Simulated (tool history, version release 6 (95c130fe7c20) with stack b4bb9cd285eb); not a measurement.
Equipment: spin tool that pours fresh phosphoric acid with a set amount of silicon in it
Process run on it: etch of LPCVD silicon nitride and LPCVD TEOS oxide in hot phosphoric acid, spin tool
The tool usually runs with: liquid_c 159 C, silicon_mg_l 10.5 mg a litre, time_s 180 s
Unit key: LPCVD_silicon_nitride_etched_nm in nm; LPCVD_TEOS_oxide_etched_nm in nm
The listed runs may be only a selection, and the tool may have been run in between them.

run	day	liquid_c	silicon_mg_l	time_s	read-back film thickness of the LPCVD silicon nitride reference wafer, read on the same gauge (nm)	read-back film thickness of the LPCVD TEOS oxide reference wafer, read on the same gauge (nm)	LPCVD_silicon_nitride_etched_nm	LPCVD_TEOS_oxide_etched_nm
1	0	159	6.5	120	59.99	30.007	10.22	0.147
2	3.238	159	6.5	120	59.99	30.004	10.33	0.187
3	6.9	159	6.5	120	60	30.02	10.29	0.224
4	9.221	159	10.5	180	60.01	29.972	15.23	0.289
5	12.492	159	16.5	180	60	30.004	15.23	0.241
6	16.225	159	16.5	180	59.98	30.06	15.05	0.264
7	19.325	159	16.5	180	59.99	29.96	15.26	0.231
8	23.367	159	3.5	180	59.99	30.035	15.11	0.272
9	27.304	159	19	180	60.01	30.023	15.06	0.174
# day 27.95: heated supply line repaired
# day 28.8: gauge calibrated
10	29.729	159	10.5	180	59.98	30.031	14.9	0.322
# day 31.088: dissolved silicon flow meter replaced
11	31.892	157.5	17	110	59.98	29.958	8.68	0.119
12	33.617	157.5	3	290	59.98	29.983	22.82	0.461
# day 35.842: thermometer replaced
13	36.096	159	10.5	180	59.98	30.005	15.88	0.364
14	38.604	161	14.5	210	60.02	30.017	19.79	0.379
15	51.825	159	15	110	60	30.003	9.58	0.151
16	53.583	159	10.5	180	59.99	29.981	15.75	0.374

Run by run, hidden condition taken away, random variation retained:
Unlogged tool condition in this case: liquid colder than its thermometer reads (K); dissolved silicon flow above the setpoint (%); temperature lost on the way to the wafer (K); gauge reads high (%).
run	LPCVD_silicon_nitride_etched_nm	LPCVD_TEOS_oxide_etched_nm
1	10.75	0.164
2	10.91	0.211
3	10.89	0.254
4	16.15	0.329
5	16.19	0.276
6	16.05	0.304
7	16.31	0.268
8	16.21	0.318
9	16.21	0.205
10	16.07	0.38
11	9.38	0.141
12	24.7	0.55
13	16.08	0.374
14	20.07	0.39
15	9.82	0.159
16	16.17	0.396
